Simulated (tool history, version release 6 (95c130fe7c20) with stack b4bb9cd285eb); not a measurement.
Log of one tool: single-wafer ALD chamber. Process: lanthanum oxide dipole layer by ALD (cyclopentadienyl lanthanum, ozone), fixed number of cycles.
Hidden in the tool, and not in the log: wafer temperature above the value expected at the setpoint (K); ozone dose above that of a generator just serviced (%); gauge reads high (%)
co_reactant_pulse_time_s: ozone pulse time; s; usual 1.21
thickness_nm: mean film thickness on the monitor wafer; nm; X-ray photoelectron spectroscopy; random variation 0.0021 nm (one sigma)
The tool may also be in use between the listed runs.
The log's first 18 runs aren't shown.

run    hour  co_reactant_pulse_time_s  wafers since the last listed run  hours since the last thermocouple change  hours since the last ozone generator service  hours since the showerhead was replaced  hours since the gauge calibration  read-back reference wafer on the same gauge, thickness_nm  thickness_nm
 19  2057.5                      1.46                              3891                                     864.5                                         269.3                                   2128.6                             2064.5                                                      0.528         0.522
 20  2145.6                      1.36                              1758                                     952.6                                         357.4                                   2216.7                             2152.6                                                      0.527         0.515
 21  2426.6                      0.76                              5607                                    1233.6                                         638.4                                   2497.7                             2433.6                                                      0.527         0.438
     2478.2  -- gauge calibrated
 22    2518                      1.68                              1824                                      1325                                         729.8                                   2589.1                               39.8                                                      0.527          0.53
       2667  -- showerhead replaced
 23  2679.2                      0.73                              3057                                    1486.2                                           891                                     12.2                                201                                                      0.527         0.428
     2708.9  -- thermocouple changed; heater temperature recalibrated
 24  2740.9                      1.21                              1071                                        32                                         952.7                                     73.9                              262.7                                                      0.528         0.492
 25  2821.5                      1.58                              1608                                     112.6                                        1033.3                                    154.5                              343.3                                                      0.527         0.515
     2875.6  -- ozone generator serviced
 26  2924.8                      0.77                              1901                                     215.9                                          49.2                                    257.8                              446.6                                                      0.527         0.448
 27    2996                       1.4                              1420                                     287.1                                         120.4                                      329                              517.8                                                      0.527         0.517
 28  3103.2                      1.41                              2139                                     394.3                                         227.6                                    436.2                                625                                                      0.527         0.524
 29  3156.2                      1.42                              1057                                     447.3                                         280.6                                    489.2                                678                                                      0.527         0.517
 30  3226.6                      1.21                              1404                                     517.7                                           351                                    559.6                              748.4                                                      0.528         0.501
 31  3324.5                      0.82                              1953                                     615.6                                         448.9                                    657.5                              846.3                                                      0.528         0.454
 32  3419.1                      1.21                              1887                                     710.2                                         543.5                                    752.1                              940.9                                                      0.528         0.499
 33  3492.2                      1.03                              1458                                     783.3                                         616.6                                    825.2                               1014                                                      0.527         0.477
 34  3542.1                      1.07                               995                                     833.2                                         666.5                                    875.1                             1063.9                                                      0.527         0.481

Forecast each of these 4 alternatives for the next run:
  A  3542.5                      1.21                                 7                                     833.6                                         666.9                                    875.5                             1064.3                                                          ?             ?
  B  3542.5                      1.56                                 7                                     833.6                                         666.9                                    875.5                             1064.3                                                          ?             ?
  C  3542.5                      1.63                                 7                                     833.6                                         666.9                                    875.5                             1064.3                                                          ?             ?
  D  3542.5                      1.39                                 7                                     833.6                                         666.9                                    875.5                             1064.3                                                          ?             ?

run  read-back reference wafer on the same gauge, thickness_nm  thickness_nm
  A                                                      0.527         0.498
  B                                                      0.527         0.523
  C                                                      0.527         0.527
  D                                                      0.527         0.513
Without the tool's hidden state the same runs would have given:
run  thickness_nm
  A          0.51
  B         0.532
  C         0.535
  D         0.523
